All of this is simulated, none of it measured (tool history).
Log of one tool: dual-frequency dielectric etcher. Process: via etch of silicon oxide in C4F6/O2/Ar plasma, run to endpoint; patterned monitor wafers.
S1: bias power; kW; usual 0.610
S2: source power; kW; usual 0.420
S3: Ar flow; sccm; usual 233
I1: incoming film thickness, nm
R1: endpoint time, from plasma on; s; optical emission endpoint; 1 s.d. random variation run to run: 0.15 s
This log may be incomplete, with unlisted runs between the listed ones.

| run | day | S1 | S2 | S3 | I1 | R1 |
|---|---|---|---|---|---|---|
| 1 | 0.000 | 0.610 | 0.420 | 233 | 90.1 | 19.0 |
| 2 | 1.796 | 0.678 | 0.420 | 233 | 91.4 | 18.1 |
| 3 | 4.171 | 0.678 | 0.420 | 233 | 90.5 | 18.4 |
| 4 | 6.238 | 0.678 | 0.420 | 233 | 90.6 | 18.1 |
| 5 | 19.158 | 0.674 | 0.420 | 216 | 91.0 | 18.7 |
| 6 | 20.658 | 0.724 | 0.420 | 233 | 91.2 | 18.1 |
|  | 22.071 | wet clean of the chamber, repeated, since the last time left the tool worse |
| 7 | 22.833 | 0.610 | 0.420 | 233 | 90.4 | 17.9 |
| 8 | 25.367 | 0.610 | 0.420 | 213 | 91.1 | 17.8 |
| 9 | 35.021 | 0.610 | 0.420 | 233 | 90.0 | 18.2 |
| 10 | 37.417 | 0.610 | 0.420 | 233 | 91.0 | 18.3 |
| 11 | 39.121 | 0.517 | 0.380 | 257 | 90.8 | 20.7 |
| 12 | 43.550 | 0.610 | 0.370 | 177 | 90.6 | 17.8 |
|  | 45.092 | wet clean of the chamber |
|  | 45.442 | source power generator calibrated |
| 13 | 45.462 | 0.610 | 0.420 | 233 | 90.6 | 18.0 |
|  | 48.608 | bias power generator calibrated |
| 14 | 48.746 | 0.542 | 0.490 | 254 | 90.5 | 18.6 |
| 15 | 50.488 | 0.546 | 0.360 | 212 | 90.8 | 19.1 |
| 16 | 54.358 | 0.610 | 0.500 | 213 | 90.0 | 16.9 |
|  | 57.308 | upper electrode replaced |
| 17 | 57.329 | 0.610 | 0.420 | 233 | 90.5 | 18.5 |
| 18 | 60.783 | 0.610 | 0.420 | 233 | 90.4 | 18.4 |
|  | 63.017 | Ar flow controller replaced |
| 19 | 63.267 | 0.610 | 0.350 | 282 | 91.1 | 20.2 |
| 20 | 67.708 | 0.610 | 0.340 | 268 | 91.5 | 20.0 |
|  | 71.875 | wet clean of the chamber |
| 21 | 71.896 | 0.515 | 0.420 | 206 | 90.5 | 18.8 |
| 22 | 72.833 | 0.752 | 0.420 | 233 | 91.1 | 16.7 |
| 23 | 74.829 | 0.610 | 0.450 | 283 | 90.1 | 18.4 |
| 24 | 78.092 | 0.748 | 0.420 | 210 | 90.6 | 16.5 |
| 25 | 79.775 | 0.728 | 0.470 | 182 | 89.4 | 15.5 |
| 26 | 84.175 | 0.759 | 0.420 | 233 | 91.2 | 16.8 |
| 27 | 86.358 | 0.504 | 0.510 | 258 | 91.2 | 19.5 |
| 28 | 88.788 | 0.569 | 0.450 | 233 | 90.2 | 18.6 |
| 29 | 92.400 | 0.610 | 0.420 | 233 | 90.9 | 18.2 |

4 options for the next run, each taken on its own from the tool as it stands now. Forecast them:
| A | 92.417 | 0.541 | 0.420 | 233 | 90.4 | ? |
| B | 92.417 | 0.550 | 0.420 | 248 | 90.4 | ? |
| C | 92.417 | 0.724 | 0.350 | 202 | 90.4 | ? |
| D | 92.417 | 0.673 | 0.420 | 251 | 90.4 | ? |

| run | R1 |
|---|---|
| A | 19.5 |
| B | 19.6 |
| C | 17.6 |
| D | 18.1 |
Without the tool's unlogged condition, the same runs would have read:
| run | R1 |
|---|---|
| A | 19.2 |
| B | 19.3 |
| C | 17.3 |
| D | 17.8 |

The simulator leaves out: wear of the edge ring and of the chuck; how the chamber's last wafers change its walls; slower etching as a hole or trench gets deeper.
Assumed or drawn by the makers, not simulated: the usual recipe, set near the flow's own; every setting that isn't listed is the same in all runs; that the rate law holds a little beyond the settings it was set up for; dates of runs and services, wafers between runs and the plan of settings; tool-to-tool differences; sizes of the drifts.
